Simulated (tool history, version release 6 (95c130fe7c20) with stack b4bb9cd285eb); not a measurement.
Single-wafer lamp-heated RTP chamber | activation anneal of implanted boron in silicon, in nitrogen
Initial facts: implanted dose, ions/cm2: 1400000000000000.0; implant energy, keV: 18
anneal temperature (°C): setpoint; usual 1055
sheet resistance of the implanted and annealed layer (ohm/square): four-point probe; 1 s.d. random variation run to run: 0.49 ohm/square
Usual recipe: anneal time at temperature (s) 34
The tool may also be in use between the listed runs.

| run | hour | anneal temperature (°C) | anneal time at temperature (s) | wafers since the last listed run | wafers since the last pyrometer calibration | wafers since the reflector plate was cleaned | hours since the gauge calibration | read-back reference wafer on the same gauge, sheet resistance | sheet resistance of the implanted and annealed layer (ohm/square) |
|---|---|---|---|---|---|---|---|---|---|
| 1 | 0.0 | 1055 | 34 | 0 | 3381 | 8760 | 1171.1 | 95.14 | 85.92 |
| 2 | 45.0 | 1055 | 34 | 745 | 4126 | 9505 | 1216.1 | 95.36 | 85.67 |
| 3 | 85.5 | 1055 | 34 | 670 | 4797 | 10176 | 1256.6 | 95.11 | 85.37 |
| 4 | 114.4 | 1055 | 34 | 478 | 5276 | 10655 | 1285.5 | 95.17 | 85.35 |
| 5 | 164.0 | 1068 | 26 | 821 | 6097 | 11476 | 1335.1 | 95.57 | 84.83 |
| 6 | 190.5 | 1068 | 26 | 438 | 6536 | 11915 | 1361.6 | 95.47 | 85.91 |
| 7 | 224.5 | 1068 | 26 | 563 | 7099 | 12478 | 1395.6 | 95.22 | 85.46 |
|  | 251.0 | pyrometer window cleaned and pyrometer calibrated |
|  | 263.1 | reflector plate cleaned |
| 8 | 290.4 | 1055 | 34 | 826 | 520 | 451 | 1461.5 | 95.50 | 86.02 |
| 9 | 335.7 | 1055 | 34 | 750 | 1270 | 1202 | 1506.8 | 95.40 | 85.50 |
| 10 | 371.9 | 1055 | 34 | 599 | 1870 | 1801 | 1543.0 | 95.09 | 85.07 |
| 11 | 419.6 | 1055 | 34 | 790 | 2660 | 2591 | 1590.7 | 95.00 | 85.49 |
| 12 | 485.2 | 1055 | 34 | 1086 | 3746 | 3678 | 1656.3 | 95.37 | 85.93 |
| 13 | 542.2 | 1055 | 34 | 944 | 4690 | 4622 | 1713.3 | 95.16 | 86.08 |
| 14 | 570.7 | 1033 | 38 | 472 | 5162 | 5094 | 1741.8 | 95.18 | 87.93 |
| 15 | 636.6 | 1033 | 38 | 1091 | 6254 | 6185 | 1807.7 | 95.40 | 86.82 |
| 16 | 676.6 | 1055 | 34 | 662 | 6916 | 6848 | 1847.7 | 95.31 | 86.35 |
|  | 774.3 | pyrometer window cleaned and pyrometer calibrated |
| 17 | 865.0 | 1055 | 34 | 2987 | 1501 | 9836 | 2036.1 | 95.45 | 85.89 |
| 18 | 900.7 | 1055 | 47 | 591 | 2093 | 10427 | 2071.8 | 95.60 | 84.52 |
| 19 | 958.4 | 1055 | 47 | 955 | 3048 | 11383 | 2129.5 | 95.20 | 84.45 |
| 20 | 985.1 | 1055 | 34 | 442 | 3490 | 11825 | 2156.2 | 95.22 | 85.70 |
|  | 1025.9 | reflector plate cleaned |
| 21 | 1036.9 | 1072 | 29 | 725 | 4216 | 182 | 2208.0 | 95.17 | 84.08 |
| 22 | 1066.6 | 1079 | 49 | 491 | 4708 | 674 | 2237.7 | 95.03 | 82.95 |
| 23 | 1127.1 | 1055 | 34 | 1002 | 5710 | 1676 | 2298.2 | 95.21 | 86.48 |
|  | 1128.5 | gauge calibrated |
| 24 | 1178.4 | 1039 | 42 | 849 | 6559 | 2526 | 49.9 | 95.26 | 86.22 |
| 25 | 1220.7 | 1055 | 34 | 700 | 7260 | 3227 | 92.2 | 95.17 | 85.15 |
|  | 1271.7 | pyrometer window cleaned and pyrometer calibrated |
| 26 | 1292.2 | 1066 | 21 | 1051 | 338 | 4278 | 163.7 | 95.34 | 86.32 |
| 27 | 1354.9 | 1083 | 49 | 1038 | 1377 | 5317 | 226.4 | 95.33 | 81.76 |
| 28 | 1381.5 | 1075 | 34 | 440 | 1817 | 5757 | 253.0 | 95.47 | 84.41 |
| 29 | 1430.9 | 1067 | 44 | 818 | 2636 | 6575 | 302.4 | 95.12 | 84.40 |
| 30 | 1477.2 | 1026 | 27 | 766 | 3402 | 7342 | 348.7 | 95.23 | 88.78 |
| 31 | 1502.5 | 1055 | 34 | 419 | 3821 | 7761 | 374.0 | 95.43 | 85.57 |
| 32 | 1526.8 | 1081 | 54 | 402 | 4224 | 8164 | 398.3 | 95.46 | 82.56 |
| 33 | 1597.0 | 1029 | 18 | 1162 | 5387 | 9327 | 468.5 | 95.11 | 89.82 |
|  | 1797.5 | pyrometer window cleaned and pyrometer calibrated |
|  | 1802.7 | reflector plate cleaned |
| 34 | 1803.2 | 1078 | 27 | 3196 | 8 | 8 | 674.7 | 95.10 | 85.01 |
| 35 | 1826.3 | 1075 | 15 | 382 | 391 | 391 | 697.8 | 95.22 | 86.31 |
| 36 | 1867.4 | 1055 | 39 | 680 | 1071 | 1071 | 738.9 | 95.45 | 85.74 |
| 37 | 1938.3 | 1036 | 19 | 1174 | 2246 | 2246 | 809.8 | 95.61 | 88.65 |
| 38 | 1978.9 | 1084 | 17 | 672 | 2918 | 2918 | 850.4 | 95.22 | 85.63 |

List, for all runs, the conditions of the tool that the log does not record:
true wafer temperature minus pyrometer reading, K: 0 in every run
wafer temperature error from the tarnished reflector plate, K: 0 in every run
gauge reads high (%): 0 in every run
